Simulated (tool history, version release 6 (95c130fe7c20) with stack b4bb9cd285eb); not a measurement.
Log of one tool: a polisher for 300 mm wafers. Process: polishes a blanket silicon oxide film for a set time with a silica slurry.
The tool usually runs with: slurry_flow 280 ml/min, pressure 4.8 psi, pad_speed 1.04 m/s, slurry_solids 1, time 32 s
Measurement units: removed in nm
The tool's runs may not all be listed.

run,hour,slurry_flow,pressure,pad_speed,slurry_solids,time,"incoming thickness of the incoming film, nm",removed
1,0,280,4.8,1.04,1,32,1072.4,89.2
# hour 13.8: slurry blender recalibrated
2,37.8,280,4.8,1.04,1,32,1049.1,84.2
3,52.9,280,6,1.04,1,32,1091,97.5
# hour 55.2: slurry nozzle cleaned
4,66.2,280,4.8,1.04,1.15,25,1064.4,67.9
5,74.1,280,4.8,1.04,1,32,1067.9,80.5
# hour 82.4: conditioning disc replaced and pad reconditioned
6,84.1,315,4.8,0.8,1,32,1073.2,85.8
7,95.2,230,4.2,1.04,1,32,1071.2,79.9
# hour 111.9: slurry blender recalibrated
8,112.5,280,4.8,1.18,1,32,1058.1,100.3
# hour 120.2: worn pad replaced by a new one
9,120.7,280,4.8,1.04,1,27,1063.7,78.8
10,132.3,240,5.6,1.04,1.25,21,1086.3,76.4
# hour 140.2: head pressure recalibrated
11,140.7,340,6,1.24,1.2,32,1065.3,130.8
12,153,180,4.8,0.94,0.85,32,1075.2,75.8
13,161.6,280,3.4,0.74,1.1,35,1068.2,67
14,179.5,280,5.6,1.04,1,32,1064.2,103.7
15,193.2,280,5.7,1.04,1,32,1092.6,103.1
# hour 203.2: slurry blender recalibrated
16,210.7,350,4.8,1.04,0.9,26,1093.1,68.3
17,224.9,280,4.8,1.18,0.9,22,1075.6,60.4
# hour 241.3: worn pad replaced by a new one
18,277.7,280,4.8,0.76,1,40,1088.3,89.9
# hour 284.2: conditioning disc replaced and pad reconditioned
19,291.2,340,6,1.24,1.2,32,1049.1,134.5
# hour 306.5: slurry blender recalibrated
20,312.2,280,4.8,1.04,1,32,1077.8,92.8
21,323.3,230,4.8,1.04,0.8,43,1079.9,111.1
# hour 327.2: slurry nozzle cleaned
22,331.2,205,4.1,1.34,1.25,32,1062.6,96
# hour 348.1: worn pad replaced by a new one
23,348.6,280,4.8,1.04,1,32,1058.2,92.2
24,362.1,280,4.8,1.04,1,32,1065.4,89.9

Measured less the same run without the tool's hidden state. The same run-to-run variation is in both; the gauge's scatter may not be:
Hidden state present: removal rate lost through wear of the pad, %; slurry flow missing at the pad, %; deviation of the head's pressure from its setpoint, %; abrasive missing from the slurry, %; time polished since the conditioner stopped cutting, s.
run,removed
1,-5.9
2,-9.2
3,-15.2
4,-10.1
5,-13
6,-0.3
7,-0.3
8,-0.9
9,-0.9
10,-1.5
11,-3.8
12,-2.1
13,-1.5
14,-6.1
15,-7.7
16,-5.8
17,-6.7
18,-14.1
19,-3
20,-1.9
21,-2.6
22,-2.6
23,-3.4
24,-4.2

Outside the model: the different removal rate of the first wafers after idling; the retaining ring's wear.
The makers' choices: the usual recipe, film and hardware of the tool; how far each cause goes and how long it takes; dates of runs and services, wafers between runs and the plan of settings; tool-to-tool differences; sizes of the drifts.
